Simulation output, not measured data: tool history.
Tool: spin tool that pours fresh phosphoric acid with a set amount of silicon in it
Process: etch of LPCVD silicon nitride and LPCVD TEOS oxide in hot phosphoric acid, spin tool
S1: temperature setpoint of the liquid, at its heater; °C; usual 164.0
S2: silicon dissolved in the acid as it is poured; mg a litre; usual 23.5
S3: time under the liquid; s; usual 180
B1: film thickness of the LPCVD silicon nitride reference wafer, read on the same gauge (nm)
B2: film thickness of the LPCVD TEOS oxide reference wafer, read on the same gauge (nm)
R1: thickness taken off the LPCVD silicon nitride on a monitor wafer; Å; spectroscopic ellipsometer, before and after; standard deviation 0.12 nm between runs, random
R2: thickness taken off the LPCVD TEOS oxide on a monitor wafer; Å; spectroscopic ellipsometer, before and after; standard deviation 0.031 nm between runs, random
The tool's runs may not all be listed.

{"run": 1, "hour": 0.0, "S1": 164.0, "S2": 23.5, "S3": 275, "B1": 49.97, "B2": 49.99, "R1": 232.6, "R2": 7.15}
{"run": 2, "hour": 90.2, "S1": 166.5, "S2": 23.5, "S3": 180, "B1": 49.97, "B2": 50.0, "R1": 164.1, "R2": 5.36}
{"run": 3, "hour": 130.0, "S1": 164.0, "S2": 23.5, "S3": 180, "B1": 50.04, "B2": 50.021, "R1": 153.4, "R2": 4.95}
{"run": 4, "hour": 223.5, "S1": 164.0, "S2": 42.0, "S3": 180, "B1": 49.99, "B2": 50.0, "R1": 153.4, "R2": 1.79}
{"run": 5, "hour": 280.0, "S1": 166.0, "S2": 23.5, "S3": 180, "B1": 50.02, "B2": 50.014, "R1": 162.2, "R2": 4.62}
{"run": 6, "hour": 344.4, "S1": 165.0, "S2": 23.5, "S3": 180, "B1": 49.97, "B2": 50.016, "R1": 157.1, "R2": 4.54}
{"hour": 424.2, "done": "heated supply line repaired"}
{"run": 7, "hour": 434.3, "S1": 164.0, "S2": 23.5, "S3": 180, "B1": 49.98, "B2": 50.018, "R1": 156.9, "R2": 4.55}
{"run": 8, "hour": 501.9, "S1": 164.0, "S2": 23.5, "S3": 180, "B1": 50.01, "B2": 50.002, "R1": 157.5, "R2": 4.73}
{"run": 9, "hour": 584.6, "S1": 163.0, "S2": 23.5, "S3": 240, "B1": 50.01, "B2": 50.002, "R1": 203.5, "R2": 6.34}
{"run": 10, "hour": 824.0, "S1": 161.5, "S2": 30.0, "S3": 180, "B1": 49.98, "B2": 50.032, "R1": 144.6, "R2": 3.03}
{"run": 11, "hour": 876.3, "S1": 161.5, "S2": 23.5, "S3": 115, "B1": 50.03, "B2": 49.986, "R1": 92.0, "R2": 2.37}
{"run": 12, "hour": 970.1, "S1": 164.0, "S2": 23.5, "S3": 215, "B1": 50.0, "B2": 49.99, "R1": 189.3, "R2": 5.38}
{"run": 13, "hour": 1040.5, "S1": 166.5, "S2": 23.5, "S3": 225, "B1": 49.97, "B2": 50.006, "R1": 211.8, "R2": 6.4}
{"run": 14, "hour": 1085.7, "S1": 164.0, "S2": 23.5, "S3": 120, "B1": 50.01, "B2": 50.015, "R1": 105.3, "R2": 3.29}
{"run": 15, "hour": 1135.0, "S1": 164.0, "S2": 23.5, "S3": 180, "B1": 49.97, "B2": 49.972, "R1": 155.3, "R2": 4.63}
{"run": 16, "hour": 1209.1, "S1": 162.0, "S2": 16.0, "S3": 280, "B1": 50.0, "B2": 49.987, "R1": 228.6, "R2": 7.85}
{"run": 17, "hour": 1293.3, "S1": 164.0, "S2": 23.5, "S3": 180, "B1": 50.02, "B2": 49.982, "R1": 155.1, "R2": 4.43}
{"run": 18, "hour": 1351.8, "S1": 166.0, "S2": 31.0, "S3": 135, "B1": 50.01, "B2": 49.98, "R1": 124.6, "R2": 3.33}
{"run": 19, "hour": 1419.5, "S1": 165.0, "S2": 23.5, "S3": 270, "B1": 50.01, "B2": 50.011, "R1": 245.0, "R2": 6.8}
{"hour": 1453.2, "done": "dissolved silicon flow meter replaced"}
{"run": 20, "hour": 1462.5, "S1": 166.5, "S2": 33.5, "S3": 80, "B1": 49.99, "B2": 50.006, "R1": 75.4, "R2": 1.73}
{"hour": 1505.5, "done": "thermometer replaced"}
{"run": 21, "hour": 1546.3, "S1": 164.0, "S2": 23.5, "S3": 180, "B1": 50.0, "B2": 49.986, "R1": 156.1, "R2": 5.06}

5 ways to go on from here, each from the tool as it stands after run 21. What would each give?
{"run": "A", "hour": 1546.8, "S1": 164.0, "S2": 23.5, "S3": 280, "B1": "?", "B2": "?", "R1": "?", "R2": "?"}
{"run": "B", "hour": 1546.8, "S1": 164.0, "S2": 6.0, "S3": 265, "B1": "?", "B2": "?", "R1": "?", "R2": "?"}
{"run": "C", "hour": 1546.8, "S1": 161.5, "S2": 23.5, "S3": 180, "B1": "?", "B2": "?", "R1": "?", "R2": "?"}
{"run": "D", "hour": 1546.8, "S1": 164.0, "S2": 14.5, "S3": 180, "B1": "?", "B2": "?", "R1": "?", "R2": "?"}
{"run": "E", "hour": 1546.8, "S1": 167.0, "S2": 23.5, "S3": 180, "B1": "?", "B2": "?", "R1": "?", "R2": "?"}

run=A B1=49.99 B2=50.007 R1=241.5 R2=6.53
run=B B1=49.99 B2=50.007 R1=228.6 R2=9.61
run=C B1=49.99 B2=50.007 R1=142.9 R2=3.49
run=D B1=49.99 B2=50.007 R1=155.3 R2=5.40
run=E B1=49.99 B2=50.007 R1=171.3 R2=5.22
Take away the tool's hidden state, keep each run's random variation, and the runs would have read:
run=A R1=247.7 R2=6.90
run=B R1=234.5 R2=10.17
run=C R1=146.6 R2=3.70
run=D R1=159.3 R2=5.71
run=E R1=175.7 R2=5.51
